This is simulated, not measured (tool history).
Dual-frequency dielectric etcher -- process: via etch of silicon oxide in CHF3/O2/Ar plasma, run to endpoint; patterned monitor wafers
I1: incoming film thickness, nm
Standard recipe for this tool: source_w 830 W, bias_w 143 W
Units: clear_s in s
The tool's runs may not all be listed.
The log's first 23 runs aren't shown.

run 24 hour=275.1 | source_w=1000 bias_w=156 | I1=528.1 | clear_s=228.1
-- hour=291.4 bias power generator calibrated
run 25 hour=316.9 | source_w=830 bias_w=143 | I1=531.6 | clear_s=258.9
run 26 hour=333.9 | source_w=660 bias_w=127 | I1=531.1 | clear_s=305.5
run 27 hour=343.3 | source_w=830 bias_w=158 | I1=534.9 | clear_s=253.1
run 28 hour=349.6 | source_w=830 bias_w=143 | I1=530.4 | clear_s=260.0
run 29 hour=359.7 | source_w=960 bias_w=172 | I1=532.6 | clear_s=226.2
run 30 hour=375.5 | source_w=980 bias_w=117 | I1=532.1 | clear_s=262.2
run 31 hour=381.7 | source_w=830 bias_w=117 | I1=532.3 | clear_s=284.4
run 32 hour=390.1 | source_w=720 bias_w=153 | I1=530.9 | clear_s=273.1
run 33 hour=397.8 | source_w=960 bias_w=117 | I1=536.6 | clear_s=267.0
run 34 hour=409.5 | source_w=960 bias_w=175 | I1=532.3 | clear_s=225.2

3 options for the next run, each taken on its own from the tool as it stands now. Forecast them:
run A hour=410.0 | source_w=830 bias_w=143 | I1=529.5 | clear_s=?
run B hour=410.0 | source_w=680 bias_w=143 | I1=529.5 | clear_s=?
run C hour=410.0 | source_w=980 bias_w=143 | I1=529.5 | clear_s=?

run=A clear_s=261.7
run=B clear_s=289.1
run=C clear_s=241.7
With the hidden condition removed and each run's random variation left untouched, the same runs would have given:
run=A clear_s=254.7
run=B clear_s=281.3
run=C clear_s=235.2
